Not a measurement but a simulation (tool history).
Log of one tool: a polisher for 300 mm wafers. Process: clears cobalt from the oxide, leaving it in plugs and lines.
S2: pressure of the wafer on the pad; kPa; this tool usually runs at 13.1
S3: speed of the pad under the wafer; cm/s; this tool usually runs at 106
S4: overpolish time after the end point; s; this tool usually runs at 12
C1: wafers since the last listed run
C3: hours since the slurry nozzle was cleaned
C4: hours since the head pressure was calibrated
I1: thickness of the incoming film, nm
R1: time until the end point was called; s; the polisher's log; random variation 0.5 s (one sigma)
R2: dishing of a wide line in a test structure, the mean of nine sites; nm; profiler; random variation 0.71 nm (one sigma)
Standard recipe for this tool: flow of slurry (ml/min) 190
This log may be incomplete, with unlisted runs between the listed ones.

{"run": 1, "day": 0.0, "flow of slurry (ml/min)": 190, "S2": 13.1, "S3": 106, "S4": 12, "C1": 0, "wafers polished on this pad": 4882, "C3": 459.2, "C4": 432.0, "I1": 161.6, "R1": 39.7, "R2": 31.8}
{"day": 2.846, "done": "slurry nozzle cleaned"}
{"run": 2, "day": 2.867, "flow of slurry (ml/min)": 190, "S2": 13.1, "S3": 106, "S4": 12, "C1": 808, "wafers polished on this pad": 5690, "C3": 0.5, "C4": 500.8, "I1": 162.4, "R1": 36.6, "R2": 31.8}
{"run": 3, "day": 3.971, "flow of slurry (ml/min)": 190, "S2": 13.1, "S3": 106, "S4": 10, "C1": 315, "wafers polished on this pad": 6006, "C3": 27.0, "C4": 527.3, "I1": 159.0, "R1": 36.3, "R2": 27.1}
{"run": 4, "day": 5.638, "flow of slurry (ml/min)": 190, "S2": 13.1, "S3": 106, "S4": 12, "C1": 476, "wafers polished on this pad": 6483, "C3": 67.0, "C4": 567.3, "I1": 157.4, "R1": 35.7, "R2": 32.2}
{"day": 6.408, "done": "worn pad replaced by a new one"}
{"run": 5, "day": 7.971, "flow of slurry (ml/min)": 190, "S2": 13.1, "S3": 106, "S4": 12, "C1": 620, "wafers polished on this pad": 447, "C3": 123.0, "C4": 623.3, "I1": 159.8, "R1": 36.9, "R2": 32.1}
{"run": 6, "day": 10.233, "flow of slurry (ml/min)": 190, "S2": 13.1, "S3": 106, "S4": 12, "C1": 647, "wafers polished on this pad": 1094, "C3": 177.3, "C4": 677.6, "I1": 160.1, "R1": 37.7, "R2": 31.7}
{"run": 7, "day": 11.404, "flow of slurry (ml/min)": 190, "S2": 13.1, "S3": 106, "S4": 12, "C1": 335, "wafers polished on this pad": 1429, "C3": 205.4, "C4": 705.7, "I1": 157.8, "R1": 35.6, "R2": 31.4}
{"run": 8, "day": 13.862, "flow of slurry (ml/min)": 190, "S2": 13.1, "S3": 106, "S4": 12, "C1": 703, "wafers polished on this pad": 2133, "C3": 264.4, "C4": 764.7, "I1": 160.6, "R1": 37.8, "R2": 31.6}
{"run": 9, "day": 16.717, "flow of slurry (ml/min)": 190, "S2": 13.1, "S3": 106, "S4": 12, "C1": 816, "wafers polished on this pad": 2950, "C3": 332.9, "C4": 833.2, "I1": 162.2, "R1": 39.7, "R2": 29.9}
{"run": 10, "day": 17.725, "flow of slurry (ml/min)": 225, "S2": 13.1, "S3": 124, "S4": 12, "C1": 288, "wafers polished on this pad": 3238, "C3": 357.1, "C4": 857.4, "I1": 158.7, "R1": 34.4, "R2": 33.3}
{"run": 11, "day": 20.108, "flow of slurry (ml/min)": 190, "S2": 13.1, "S3": 106, "S4": 18, "C1": 682, "wafers polished on this pad": 3920, "C3": 414.3, "C4": 914.6, "I1": 161.8, "R1": 40.3, "R2": 39.0}
{"run": 12, "day": 22.038, "flow of slurry (ml/min)": 190, "S2": 13.1, "S3": 106, "S4": 12, "C1": 552, "wafers polished on this pad": 4472, "C3": 460.6, "C4": 960.9, "I1": 157.6, "R1": 38.9, "R2": 29.7}
{"day": 22.133, "done": "slurry nozzle cleaned"}
{"run": 13, "day": 24.438, "flow of slurry (ml/min)": 190, "S2": 11.0, "S3": 106, "S4": 12, "C1": 674, "wafers polished on this pad": 5147, "C3": 55.3, "C4": 1018.5, "I1": 158.8, "R1": 41.6, "R2": 29.9}
{"run": 14, "day": 25.825, "flow of slurry (ml/min)": 190, "S2": 13.1, "S3": 106, "S4": 19, "C1": 397, "wafers polished on this pad": 5544, "C3": 88.6, "C4": 1051.8, "I1": 159.3, "R1": 37.8, "R2": 41.1}
{"day": 27.808, "done": "worn pad replaced by a new one"}
{"run": 15, "day": 27.904, "flow of slurry (ml/min)": 215, "S2": 13.1, "S3": 80, "S4": 12, "C1": 547, "wafers polished on this pad": 27, "C3": 138.5, "C4": 1101.7, "I1": 160.5, "R1": 44.9, "R2": 28.5}
{"run": 16, "day": 30.0, "flow of slurry (ml/min)": 240, "S2": 13.1, "S3": 86, "S4": 7, "C1": 599, "wafers polished on this pad": 627, "C3": 188.8, "C4": 1152.0, "I1": 157.8, "R1": 42.7, "R2": 19.3}
{"run": 17, "day": 32.679, "flow of slurry (ml/min)": 190, "S2": 15.2, "S3": 106, "S4": 12, "C1": 766, "wafers polished on this pad": 1393, "C3": 253.1, "C4": 1216.3, "I1": 160.5, "R1": 35.3, "R2": 33.0}
{"run": 18, "day": 34.371, "flow of slurry (ml/min)": 190, "S2": 13.1, "S3": 132, "S4": 8, "C1": 484, "wafers polished on this pad": 1877, "C3": 293.7, "C4": 1256.9, "I1": 158.3, "R1": 33.8, "R2": 24.6}
{"day": 35.929, "done": "head pressure recalibrated"}
{"run": 19, "day": 36.079, "flow of slurry (ml/min)": 190, "S2": 9.0, "S3": 106, "S4": 17, "C1": 465, "wafers polished on this pad": 2342, "C3": 334.7, "C4": 3.6, "I1": 162.0, "R1": 45.9, "R2": 35.4}
{"run": 20, "day": 37.092, "flow of slurry (ml/min)": 190, "S2": 13.1, "S3": 106, "S4": 12, "C1": 289, "wafers polished on this pad": 2632, "C3": 359.0, "C4": 27.9, "I1": 158.9, "R1": 36.5, "R2": 31.0}
{"run": 21, "day": 39.929, "flow of slurry (ml/min)": 190, "S2": 13.1, "S3": 132, "S4": 18, "C1": 811, "wafers polished on this pad": 3444, "C3": 427.1, "C4": 96.0, "I1": 160.6, "R1": 32.6, "R2": 42.2}
{"day": 42.175, "done": "slurry nozzle cleaned"}
{"day": 47.004, "done": "worn pad replaced by a new one"}
{"run": 22, "day": 48.471, "flow of slurry (ml/min)": 150, "S2": 13.1, "S3": 106, "S4": 15, "C1": 2384, "wafers polished on this pad": 419, "C3": 151.1, "C4": 301.0, "I1": 160.0, "R1": 37.7, "R2": 36.2}
{"run": 23, "day": 50.992, "flow of slurry (ml/min)": 190, "S2": 10.3, "S3": 68, "S4": 12, "C1": 721, "wafers polished on this pad": 1141, "C3": 211.6, "C4": 361.5, "I1": 159.1, "R1": 55.4, "R2": 24.6}
{"run": 24, "day": 52.562, "flow of slurry (ml/min)": 135, "S2": 15.2, "S3": 134, "S4": 18, "C1": 449, "wafers polished on this pad": 1590, "C3": 249.3, "C4": 399.2, "I1": 160.4, "R1": 30.5, "R2": 43.0}
{"run": 25, "day": 55.125, "flow of slurry (ml/min)": 145, "S2": 17.2, "S3": 84, "S4": 8, "C1": 733, "wafers polished on this pad": 2323, "C3": 310.8, "C4": 460.7, "I1": 159.4, "R1": 39.0, "R2": 23.8}
{"run": 26, "day": 58.15, "flow of slurry (ml/min)": 190, "S2": 13.1, "S3": 106, "S4": 12, "C1": 865, "wafers polished on this pad": 3189, "C3": 383.4, "C4": 533.3, "I1": 160.2, "R1": 39.2, "R2": 31.1}
{"run": 27, "day": 60.712, "flow of slurry (ml/min)": 205, "S2": 13.1, "S3": 72, "S4": 12, "C1": 733, "wafers polished on this pad": 3922, "C3": 444.9, "C4": 594.8, "I1": 161.0, "R1": 50.6, "R2": 26.2}
{"day": 60.933, "done": "slurry nozzle cleaned"}
{"run": 28, "day": 62.15, "flow of slurry (ml/min)": 230, "S2": 13.1, "S3": 106, "S4": 12, "C1": 399, "wafers polished on this pad": 4322, "C3": 29.2, "C4": 629.3, "I1": 161.2, "R1": 36.2, "R2": 32.3}
{"run": 29, "day": 64.825, "flow of slurry (ml/min)": 140, "S2": 13.1, "S3": 92, "S4": 12, "C1": 765, "wafers polished on this pad": 5087, "C3": 93.4, "C4": 693.5, "I1": 161.5, "R1": 44.1, "R2": 28.6}
{"run": 30, "day": 66.021, "flow of slurry (ml/min)": 135, "S2": 10.3, "S3": 106, "S4": 12, "C1": 342, "wafers polished on this pad": 5429, "C3": 122.1, "C4": 722.2, "I1": 162.6, "R1": 46.7, "R2": 27.8}
{"run": 31, "day": 67.588, "flow of slurry (ml/min)": 190, "S2": 13.1, "S3": 124, "S4": 12, "C1": 448, "wafers polished on this pad": 5878, "C3": 159.7, "C4": 759.8, "I1": 161.6, "R1": 34.5, "R2": 34.0}
{"run": 32, "day": 68.629, "flow of slurry (ml/min)": 190, "S2": 13.1, "S3": 106, "S4": 12, "C1": 298, "wafers polished on this pad": 6176, "C3": 184.7, "C4": 784.8, "I1": 162.1, "R1": 38.5, "R2": 31.5}
{"run": 33, "day": 71.1, "flow of slurry (ml/min)": 170, "S2": 11.0, "S3": 106, "S4": 12, "C1": 707, "wafers polished on this pad": 6883, "C3": 244.0, "C4": 844.1, "I1": 159.4, "R1": 42.3, "R2": 28.6}
{"day": 71.562, "done": "worn pad replaced by a new one"}
{"run": 34, "day": 72.867, "flow of slurry (ml/min)": 190, "S2": 13.1, "S3": 106, "S4": 12, "C1": 457, "wafers polished on this pad": 372, "C3": 286.4, "C4": 886.5, "I1": 163.2, "R1": 38.4, "R2": 30.8}

How the hidden state differs across the entries between the runs, from the last listed run before each to the first after it:
Runs 1 to 2: slurry nozzle cleaned (day 2.846)
  slurry flow missing at the pad, %: 30.6 -> 0.0419; deviation of the head's pressure from its setpoint, %: -4.01 -> -4.74
  measured value less the no-hidden-state value, R1: +3.5 -> +1.0 s; R2: -1.9 -> -0.6 nm
Runs 4 to 5: worn pad replaced by a new one (day 6.408)
  slurry flow missing at the pad, %: 0.688 -> 2.22; deviation of the head's pressure from its setpoint, %: -5.45 -> -6.04
  measured value less the no-hidden-state value, R1: +1.2 -> +1.5 s; R2: -0.7 -> -0.9 nm
Runs 12 to 13: slurry nozzle cleaned (day 22.133)
  slurry flow missing at the pad, %: 30.6 -> 0.904; deviation of the head's pressure from its setpoint, %: -9.62 -> -10.2
  measured value less the no-hidden-state value, R1: +4.7 -> +2.7 s; R2: -2.5 -> -1.3 nm
Runs 14 to 15: worn pad replaced by a new one (day 27.808)
  slurry flow missing at the pad, %: 1.59 -> 3.23; deviation of the head's pressure from its setpoint, %: -10.6 -> -11.1
  measured value less the no-hidden-state value, R1: +2.5 -> +3.3 s; R2: -1.3 -> -1.5 nm
Runs 18 to 19: head pressure recalibrated (day 35.929)
  slurry flow missing at the pad, %: 12.9 -> 16.6; deviation of the head's pressure from its setpoint, %: -12.8 -> 0.366
  measured value less the no-hidden-state value, R1: +3.3 -> +1.3 s; R2: -1.8 -> -0.6 nm
Runs 21 to 22: slurry nozzle cleaned (day 42.175); worn pad replaced by a new one (day 47.004)
  slurry flow missing at the pad, %: 26.7 -> 4.92; deviation of the head's pressure from its setpoint, %: -0.613 -> -2.78
  measured value less the no-hidden-state value, R1: +1.9 -> +1.0 s; R2: -1.1 -> -0.5 nm
Runs 27 to 28: slurry nozzle cleaned (day 60.933)
  slurry flow missing at the pad, %: 30.1 -> 2.26; deviation of the head's pressure from its setpoint, %: -5.9 -> -6.26
  measured value less the no-hidden-state value, R1: +4.8 -> +1.5 s; R2: -1.8 -> -0.8 nm
Runs 33 to 34: worn pad replaced by a new one (day 71.562)
  slurry flow missing at the pad, %: 10.7 -> 13.9; deviation of the head's pressure from its setpoint, %: -8.54 -> -8.99
  measured value less the no-hidden-state value, R1: +3.0 -> +3.0 s; R2: -1.4 -> -1.6 nm
